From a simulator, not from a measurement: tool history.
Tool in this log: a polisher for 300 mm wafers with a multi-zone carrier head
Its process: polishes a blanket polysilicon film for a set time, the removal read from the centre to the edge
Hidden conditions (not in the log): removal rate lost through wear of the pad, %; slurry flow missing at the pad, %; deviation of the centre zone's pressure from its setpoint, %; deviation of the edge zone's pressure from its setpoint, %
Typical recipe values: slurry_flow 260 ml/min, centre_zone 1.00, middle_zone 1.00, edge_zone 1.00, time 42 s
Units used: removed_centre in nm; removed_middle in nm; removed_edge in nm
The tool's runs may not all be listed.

run    hour  slurry_flow  centre_zone  middle_zone  edge_zone  time  wafers since the last listed run  wafers polished on this pad  hours since the slurry nozzle was cleaned  hours since the centre zone pressure was calibrated  hours since the edge zone pressure was calibrated  hours since the carrier head's membrane was replaced  incoming thickness of the incoming film, nm  removed_centre  removed_middle  removed_edge
  1     0.0          260         1.00         1.00       1.00    42                                 0                         6367                                      262.7                                               1509.7                                              200.7                                                 598.1                                       1755.9           251.3           249.9         247.3
       18.8  -- worn pad replaced by a new one
  2    40.6          260         1.00         1.00       1.00    42                               643                          384                                      303.3                                               1550.3                                              241.3                                                 638.7                                       1734.5           254.6           248.6         245.6
  3   123.7          260         1.00         1.00       1.00    42                              1461                         1845                                      386.4                                               1633.4                                              324.4                                                 721.8                                       1767.8           251.1           250.2         248.4
      128.9  -- centre zone pressure recalibrated
  4   194.6          260         1.00         1.00       1.00    42                              1211                         3057                                      457.3                                                 65.7                                              395.3                                                 792.7                                       1733.1           242.1           248.8         248.5
  5   282.7          260         1.00         1.00       0.92    42                              1549                         4606                                      545.4                                                153.8                                              483.4                                                 880.8                                       1747.6           247.0           246.4         235.2
  6   357.4          260         1.00         1.00       0.92    42                              1313                         5920                                      620.1                                                228.5                                              558.1                                                 955.5                                       1748.1           245.4           243.9         229.6
      409.8  -- worn pad replaced by a new one
  7   424.4          260         1.00         1.00       1.00    42                              1107                          255                                      687.1                                                295.5                                              625.1                                                1022.5                                       1745.2           237.2           239.6         235.5
  8   484.7          260         1.00         1.00       1.00    42                              1060                         1316                                      747.4                                                355.8                                              685.4                                                1082.8                                       1743.3           241.5           238.5         237.3
      565.8  -- slurry nozzle cleaned
  9   579.5          290         0.89         1.00       1.00    29                              1649                         2966                                       13.7                                                450.6                                              780.2                                                1177.6                                       1761.5           157.7           174.9         174.0
 10   659.5          260         1.10         1.00       1.00    42                              1406                         4373                                       93.7                                                530.6                                              860.2                                                1257.6                                       1749.2           275.4           253.8         252.8
 11   734.6          260         1.00         1.00       1.00    42                              1320                         5693                                      168.8                                                605.7                                              935.3                                                1332.7                                       1710.9           250.1           253.1         247.0
      798.8  -- worn pad replaced by a new one
 12   838.4          350         1.00         1.00       1.00    42                              1755                          696                                      272.6                                                709.5                                             1039.1                                                1436.5                                       1737.3           255.3           262.4         253.9
      866.9  -- carrier head's membrane replaced by a new one
      871.0  -- edge zone pressure recalibrated
 13   881.3          260         1.03         0.91       1.00    42                               631                         1327                                      315.5                                                752.4                                               10.3                                                  14.4                                       1765.9           255.5           231.2         241.9
 14  1006.5          320         1.00         0.96       1.00    42                              2201                         3529                                      440.7                                                877.6                                              135.5                                                 139.6                                       1731.9           248.4           247.4         248.4
 15  1054.2          260         0.97         1.00       0.88    42                               838                         4368                                      488.4                                                925.3                                              183.2                                                 187.3                                       1747.4           241.7           248.6         228.2
 16  1128.2          260         1.00         0.95       1.00    42                              1301                         5670                                      562.4                                                999.3                                              257.2                                                 261.3                                       1727.5           244.0           233.7         240.4
 17  1166.0          260         1.00         1.10       1.00    42                               664                         6334                                      600.2                                               1037.1                                              295.0                                                 299.1                                       1744.5           248.0           263.8         239.6
     1199.6  -- worn pad replaced by a new one
 18  1218.1          260         1.00         1.00       1.00    42                               845                          325                                      652.3                                               1089.2                                              347.1                                                 351.2                                       1764.4           241.0           241.8         236.6
 19  1279.8          260         1.09         1.00       1.00    42                              1085                         1410                                      714.0                                               1150.9                                              408.8                                                 412.9                                       1732.3           260.0           234.4         240.3
 20  1367.4          260         1.00         1.00       1.00    42                              1540                         2951                                      801.6                                               1238.5                                              496.4                                                 500.5                                       1773.4           228.1           233.9         239.7
     1395.7  -- slurry nozzle cleaned
 21  1415.9          260         1.00         1.00       1.00    42                               835                         3786                                       20.2                                               1287.0                                              544.9                                                 549.0                                       1761.0           254.6           254.8         251.7

For each entry between runs, how does the tool's hidden state at the last listed run before it compare with that at the first listed run after it?
In the gap between runs 1 and 2: worn pad replaced by a new one (hour 18.8)
  slurry flow missing at the pad, %: 5.2 -> 6.93
  measured less the result without the state, removed_centre: -1.4 -> -1.9 nm; removed_middle: -1.2 -> -1.6 nm; removed_edge: -0.9 -> -1.3 nm
In the gap between runs 3 and 4: centre zone pressure recalibrated (hour 128.9)
  slurry flow missing at the pad, %: 11.2 -> 15.7
  measured less the result without the state, removed_centre: -3.2 -> -4.4 nm; removed_middle: -2.9 -> -4.2 nm; removed_edge: -2.1 -> -3.1 nm
In the gap between runs 6 and 7: worn pad replaced by a new one (hour 409.8)
  slurry flow missing at the pad, %: 28.9 -> 35.5
  measured less the result without the state, removed_centre: -9.5 -> -12.3 nm; removed_middle: -8.5 -> -11.1 nm; removed_edge: -6.0 -> -8.1 nm
In the gap between runs 8 and 9: slurry nozzle cleaned (hour 565.8)
  slurry flow missing at the pad, %: 42 -> 0.827
  measured less the result without the state, removed_centre: -16.1 -> -0.1 nm; removed_middle: -14.1 -> -0.1 nm; removed_edge: -10.4 -> -0.1 nm
In the gap between runs 11 and 12: worn pad replaced by a new one (hour 798.8)
  slurry flow missing at the pad, %: 2.96 -> 6.4
  measured less the result without the state, removed_centre: -0.7 -> -1.4 nm; removed_middle: -0.7 -> -1.3 nm; removed_edge: -0.5 -> -0.9 nm
In the gap between runs 12 and 13: carrier head's membrane replaced by a new one (hour 866.9); edge zone pressure recalibrated (hour 871.0)
  slurry flow missing at the pad, %: 6.4 -> 8.3
  measured less the result without the state, removed_centre: -1.4 -> -2.3 nm; removed_middle: -1.3 -> -1.9 nm; removed_edge: -0.9 -> -1.5 nm
In the gap between runs 17 and 18: worn pad replaced by a new one (hour 1199.6)
  slurry flow missing at the pad, %: 27.9 -> 32.8
  measured less the result without the state, removed_centre: -9.2 -> -11.1 nm; removed_middle: -8.8 -> -10.1 nm; removed_edge: -6.0 -> -7.4 nm
In the gap between runs 20 and 21: slurry nozzle cleaned (hour 1395.7)
  slurry flow missing at the pad, %: 49.1 -> 0.752
  measured less the result without the state, removed_centre: -19.7 -> -0.2 nm; removed_middle: -17.9 -> -0.2 nm; removed_edge: -13.5 -> -0.1 nm
